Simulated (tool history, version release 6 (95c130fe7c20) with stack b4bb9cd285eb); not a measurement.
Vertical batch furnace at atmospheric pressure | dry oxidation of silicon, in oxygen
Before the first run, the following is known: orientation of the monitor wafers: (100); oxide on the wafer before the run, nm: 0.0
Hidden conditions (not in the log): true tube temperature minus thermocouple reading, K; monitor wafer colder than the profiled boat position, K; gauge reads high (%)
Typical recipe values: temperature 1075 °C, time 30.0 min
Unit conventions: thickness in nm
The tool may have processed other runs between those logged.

run    hour  temperature  time  wafers since the last listed run  hours since the last temperature calibration  hours since the boat lift was adjusted  hours since the gauge calibration  read-back reference wafer on the same gauge, thickness  thickness
  1     0.0         1075  30.0                                 0                                        3742.2                                  2742.2                              245.0                                                   55.81      64.50
  2    60.8         1075  30.0                               801                                        3803.0                                  2803.0                              305.8                                                   55.85      64.39
  3   118.3         1075  30.0                               757                                        3860.5                                  2860.5                              363.3                                                   55.79      64.30
  4   161.3         1075  30.0                               566                                        3903.5                                  2903.5                              406.3                                                   55.81      64.09
  5   192.2         1075  30.0                               407                                        3934.4                                  2934.4                              437.2                                                   55.81      64.54
  6   223.8         1075  30.0                               416                                        3966.0                                  2966.0                              468.8                                                   55.79      64.38
  7   276.4         1075  30.0                               693                                        4018.6                                  3018.6                              521.4                                                   55.82      63.77
  8   342.1         1075  30.0                               866                                        4084.3                                  3084.3                              587.1                                                   55.86      63.91
  9   387.5         1060  37.0                               598                                        4129.7                                  3129.7                              632.5                                                   55.80      64.13
      458.3  -- thermocouples replaced and temperature profile calibrated
 10   458.8         1060  37.0                               623                                           0.5                                  3201.0                              703.8                                                   55.72      64.05
 11   515.5         1088  19.5                               747                                          57.2                                  3257.7                              760.5                                                   55.75      54.47
 12   577.3         1089  41.0                               814                                         119.0                                  3319.5                              822.3                                                   55.81      85.89
      631.1  -- boat lift adjusted
 13   638.1         1083  38.5                               485                                         179.8                                     7.0                              883.1                                                   55.80      81.63
 14   685.3         1056  34.0                               622                                         227.0                                    54.2                              930.3                                                   55.79      61.35
 15   747.6         1075  21.0                               821                                         289.3                                   116.5                              992.6                                                   55.80      53.19
 16   809.7         1083  41.5                               818                                         351.4                                   178.6                             1054.7                                                   55.82      85.28
 17   854.1         1075  35.5                               585                                         395.8                                   223.0                             1099.1                                                   55.80      73.08
      855.4  -- gauge calibrated
 18   902.7         1075  30.0                               640                                         444.4                                   271.6                               47.3                                                   55.88      65.88
 19  1098.6         1075  30.0                              2582                                         640.3                                   467.5                              243.2                                                   55.76      65.89
 20  1140.1         1083  41.5                               547                                         681.8                                   509.0                              284.7                                                   55.79      85.47
 21  1197.1         1075  16.5                               751                                         738.8                                   566.0                              341.7                                                   55.82      46.42
 22  1267.1         1075  30.0                               922                                         808.8                                   636.0                              411.7                                                   55.79      66.33

A few steps of thickness between consecutive runs. Split each: what settings, incoming material and random variation would produce without the hidden state, and what is left over for the hidden state, along with gauge scatter present in only one of the two compared results (measured, and without hidden state):
Run 11 -> 12: temperature 1088 -> 1089, time 19.5 -> 41.0. thickness +31.42 nm: hidden state -1.26, all else +32.68.
Run 12 -> 13: temperature 1089 -> 1083, time 41.0 -> 38.5, boat lift adjusted. thickness -4.26 nm: hidden state +3.07, all else -7.33.
Run 15 -> 16: temperature 1075 -> 1083, time 21.0 -> 41.5. thickness +32.09 nm: hidden state -0.09, all else +32.18.
Run 20 -> 21: temperature 1083 -> 1075, time 41.5 -> 16.5. thickness -39.05 nm: hidden state +0.13, all else -39.18.

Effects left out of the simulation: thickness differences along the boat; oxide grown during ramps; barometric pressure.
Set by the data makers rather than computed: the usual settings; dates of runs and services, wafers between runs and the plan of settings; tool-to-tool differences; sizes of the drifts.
